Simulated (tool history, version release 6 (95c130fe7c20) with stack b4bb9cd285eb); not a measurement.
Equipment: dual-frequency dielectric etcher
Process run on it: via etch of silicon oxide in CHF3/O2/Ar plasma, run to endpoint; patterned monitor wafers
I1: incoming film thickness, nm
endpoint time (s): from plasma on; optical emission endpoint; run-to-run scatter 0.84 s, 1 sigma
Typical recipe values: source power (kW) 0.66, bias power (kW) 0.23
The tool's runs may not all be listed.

run 1 hour=0 | source_power_(kW)=0.66 bias_power_(kW)=0.23 | I1=423.5 | endpoint_time_(s)=200
run 2 hour=12.6 | source_power_(kW)=0.66 bias_power_(kW)=0.23 | I1=429.8 | endpoint_time_(s)=201.7
run 3 hour=44.2 | source_power_(kW)=0.66 bias_power_(kW)=0.23 | I1=421.1 | endpoint_time_(s)=198.7
run 4 hour=108.3 | source_power_(kW)=0.66 bias_power_(kW)=0.23 | I1=416.3 | endpoint_time_(s)=194.5
run 5 hour=130.4 | source_power_(kW)=0.66 bias_power_(kW)=0.23 | I1=422.6 | endpoint_time_(s)=196.5
run 6 hour=157 | source_power_(kW)=0.66 bias_power_(kW)=0.23 | I1=423.8 | endpoint_time_(s)=197.5
-- hour=184 wet clean of the chamber
run 7 hour=187.7 | source_power_(kW)=0.66 bias_power_(kW)=0.23 | I1=424.3 | endpoint_time_(s)=204.1
run 8 hour=208.7 | source_power_(kW)=0.66 bias_power_(kW)=0.23 | I1=423.8 | endpoint_time_(s)=202.3
run 9 hour=226.3 | source_power_(kW)=0.66 bias_power_(kW)=0.23 | I1=428.9 | endpoint_time_(s)=204.8
-- hour=284 bias power generator calibrated
-- hour=344.3 upper electrode replaced
run 10 hour=344.8 | source_power_(kW)=0.66 bias_power_(kW)=0.251 | I1=422.6 | endpoint_time_(s)=195.5
run 11 hour=345.2 | source_power_(kW)=0.66 bias_power_(kW)=0.251 | I1=423.8 | endpoint_time_(s)=195.7
run 12 hour=357.9 | source_power_(kW)=0.55 bias_power_(kW)=0.204 | I1=425.9 | endpoint_time_(s)=230.9
-- hour=382.5 source power generator calibrated
run 13 hour=393.2 | source_power_(kW)=0.76 bias_power_(kW)=0.259 | I1=425.2 | endpoint_time_(s)=180.3
run 14 hour=418.9 | source_power_(kW)=0.55 bias_power_(kW)=0.19 | I1=421.4 | endpoint_time_(s)=231.2
run 15 hour=434 | source_power_(kW)=0.7 bias_power_(kW)=0.267 | I1=426.4 | endpoint_time_(s)=184.7
run 16 hour=458.5 | source_power_(kW)=0.66 bias_power_(kW)=0.23 | I1=429.9 | endpoint_time_(s)=202.7
-- hour=499.3 wet clean of the chamber
run 17 hour=499.8 | source_power_(kW)=0.77 bias_power_(kW)=0.23 | I1=421.5 | endpoint_time_(s)=188
run 18 hour=513.4 | source_power_(kW)=0.78 bias_power_(kW)=0.2 | I1=423.2 | endpoint_time_(s)=195
run 19 hour=530.3 | source_power_(kW)=0.76 bias_power_(kW)=0.174 | I1=424.4 | endpoint_time_(s)=205.1
run 20 hour=546.2 | source_power_(kW)=0.66 bias_power_(kW)=0.23 | I1=422.2 | endpoint_time_(s)=202.5
run 21 hour=559.2 | source_power_(kW)=0.66 bias_power_(kW)=0.281 | I1=422 | endpoint_time_(s)=189.4
run 22 hour=576.5 | source_power_(kW)=0.66 bias_power_(kW)=0.287 | I1=422.7 | endpoint_time_(s)=188
run 23 hour=599 | source_power_(kW)=0.58 bias_power_(kW)=0.274 | I1=423.1 | endpoint_time_(s)=203.7

3 ways to go on from here, each from the tool as it stands after run 23. What would each give?
run A hour=599.5 | source_power_(kW)=0.66 bias_power_(kW)=0.23 | I1=423 | endpoint_time_(s)=?
run B hour=599.5 | source_power_(kW)=0.61 bias_power_(kW)=0.213 | I1=423 | endpoint_time_(s)=?
run C hour=599.5 | source_power_(kW)=0.59 bias_power_(kW)=0.18 | I1=423 | endpoint_time_(s)=?

run=A endpoint_time_(s)=200.9
run=B endpoint_time_(s)=214.2
run=C endpoint_time_(s)=229.2
Had the tool no hidden state, the same runs would have come out as:
run=A endpoint_time_(s)=202.6
run=B endpoint_time_(s)=216
run=C endpoint_time_(s)=231.1
